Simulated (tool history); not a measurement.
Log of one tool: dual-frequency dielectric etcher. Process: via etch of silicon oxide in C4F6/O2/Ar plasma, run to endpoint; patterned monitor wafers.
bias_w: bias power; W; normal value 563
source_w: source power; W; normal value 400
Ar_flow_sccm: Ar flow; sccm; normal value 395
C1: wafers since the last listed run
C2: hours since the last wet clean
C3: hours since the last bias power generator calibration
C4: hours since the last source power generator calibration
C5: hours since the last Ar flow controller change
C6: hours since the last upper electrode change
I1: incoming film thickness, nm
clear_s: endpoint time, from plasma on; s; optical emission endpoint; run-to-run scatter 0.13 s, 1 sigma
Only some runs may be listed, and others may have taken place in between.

run 1 hour=0.0 | bias_w=634 source_w=350 Ar_flow_sccm=395 | C1=0 C2=207.6 C3=3032.8 C4=961.0 C5=4829.0 C6=1804.5 | I1=119.0 | clear_s=24.0
run 2 hour=46.3 | bias_w=628 source_w=430 Ar_flow_sccm=395 | C1=507 C2=253.9 C3=3079.1 C4=1007.3 C5=4875.3 C6=1850.8 | I1=118.3 | clear_s=22.1
run 3 hour=119.9 | bias_w=563 source_w=400 Ar_flow_sccm=440 | C1=806 C2=327.5 C3=3152.7 C4=1080.9 C5=4948.9 C6=1924.4 | I1=119.1 | clear_s=24.4
run 4 hour=192.1 | bias_w=608 source_w=400 Ar_flow_sccm=395 | C1=790 C2=399.7 C3=3224.9 C4=1153.1 C5=5021.1 C6=1996.6 | I1=118.2 | clear_s=23.1
run 5 hour=255.2 | bias_w=608 source_w=400 Ar_flow_sccm=395 | C1=691 C2=462.8 C3=3288.0 C4=1216.2 C5=5084.2 C6=2059.7 | I1=118.6 | clear_s=23.0
run 6 hour=347.7 | bias_w=563 source_w=370 Ar_flow_sccm=460 | C1=1013 C2=555.3 C3=3380.5 C4=1308.7 C5=5176.7 C6=2152.2 | I1=118.1 | clear_s=24.9
-- hour=415.3 wet clean of the chamber
run 7 hour=415.8 | bias_w=563 source_w=400 Ar_flow_sccm=453 | C1=483 C2=0.5 C3=3448.6 C4=1376.8 C5=5244.8 C6=2220.3 | I1=118.0 | clear_s=24.5
run 8 hour=451.2 | bias_w=486 source_w=400 Ar_flow_sccm=395 | C1=387 C2=35.9 C3=3484.0 C4=1412.2 C5=5280.2 C6=2255.7 | I1=119.0 | clear_s=25.8
run 9 hour=499.0 | bias_w=486 source_w=400 Ar_flow_sccm=395 | C1=523 C2=83.7 C3=3531.8 C4=1460.0 C5=5328.0 C6=2303.5 | I1=118.9 | clear_s=25.8
-- hour=526.0 Ar flow controller replaced
-- hour=550.7 bias power generator calibrated
run 10 hour=578.8 | bias_w=609 source_w=400 Ar_flow_sccm=350 | C1=764 C2=163.5 C3=28.1 C4=1539.8 C5=52.8 C6=2383.3 | I1=118.1 | clear_s=22.5
run 11 hour=645.6 | bias_w=625 source_w=320 Ar_flow_sccm=492 | C1=731 C2=230.3 C3=94.9 C4=1606.6 C5=119.6 C6=2450.1 | I1=118.4 | clear_s=25.3
run 12 hour=728.9 | bias_w=563 source_w=400 Ar_flow_sccm=453 | C1=912 C2=313.6 C3=178.2 C4=1689.9 C5=202.9 C6=2533.4 | I1=117.4 | clear_s=23.9
run 13 hour=811.2 | bias_w=500 source_w=400 Ar_flow_sccm=444 | C1=901 C2=395.9 C3=260.5 C4=1772.2 C5=285.2 C6=2615.7 | I1=117.2 | clear_s=25.5
-- hour=907.8 upper electrode replaced
run 14 hour=913.4 | bias_w=563 source_w=330 Ar_flow_sccm=436 | C1=856 C2=498.1 C3=362.7 C4=1874.4 C5=387.4 C6=5.6 | I1=118.8 | clear_s=25.8
-- hour=1007.8 source power generator calibrated
-- hour=1031.0 wet clean of the chamber
run 15 hour=1031.5 | bias_w=563 source_w=370 Ar_flow_sccm=460 | C1=996 C2=0.5 C3=480.8 C4=23.7 C5=505.5 C6=123.7 | I1=118.5 | clear_s=25.8
run 16 hour=1095.5 | bias_w=563 source_w=440 Ar_flow_sccm=322 | C1=701 C2=64.5 C3=544.8 C4=87.7 C5=569.5 C6=187.7 | I1=118.1 | clear_s=22.3
run 17 hour=1193.0 | bias_w=447 source_w=400 Ar_flow_sccm=369 | C1=1068 C2=162.0 C3=642.3 C4=185.2 C5=667.0 C6=285.2 | I1=118.4 | clear_s=26.7
run 18 hour=1289.1 | bias_w=563 source_w=400 Ar_flow_sccm=395 | C1=1052 C2=258.1 C3=738.4 C4=281.3 C5=763.1 C6=381.3 | I1=118.3 | clear_s=23.8

Consider 5 possible next runs. They are alternatives, not a sequence: every one starts from the tool as it was left by run 18. What does each give?
run A hour=1289.5 | bias_w=610 source_w=400 Ar_flow_sccm=395 | C1=4 C2=258.5 C3=738.8 C4=281.7 C5=763.5 C6=381.7 | I1=119.1 | clear_s=?
run B hour=1289.5 | bias_w=563 source_w=320 Ar_flow_sccm=303 | C1=4 C2=258.5 C3=738.8 C4=281.7 C5=763.5 C6=381.7 | I1=119.1 | clear_s=?
run C hour=1289.5 | bias_w=687 source_w=470 Ar_flow_sccm=457 | C1=4 C2=258.5 C3=738.8 C4=281.7 C5=763.5 C6=381.7 | I1=119.1 | clear_s=?
run D hour=1289.5 | bias_w=505 source_w=460 Ar_flow_sccm=469 | C1=4 C2=258.5 C3=738.8 C4=281.7 C5=763.5 C6=381.7 | I1=119.1 | clear_s=?
run E hour=1289.5 | bias_w=434 source_w=400 Ar_flow_sccm=395 | C1=4 C2=258.5 C3=738.8 C4=281.7 C5=763.5 C6=381.7 | I1=119.1 | clear_s=?

run=A clear_s=23.2
run=B clear_s=24.9
run=C clear_s=21.2
run=D clear_s=24.7
run=E clear_s=27.1
What these runs would have given with no unlogged condition in the tool:
run=A clear_s=23.4
run=B clear_s=25.0
run=C clear_s=21.4
run=D clear_s=24.8
run=E clear_s=27.3

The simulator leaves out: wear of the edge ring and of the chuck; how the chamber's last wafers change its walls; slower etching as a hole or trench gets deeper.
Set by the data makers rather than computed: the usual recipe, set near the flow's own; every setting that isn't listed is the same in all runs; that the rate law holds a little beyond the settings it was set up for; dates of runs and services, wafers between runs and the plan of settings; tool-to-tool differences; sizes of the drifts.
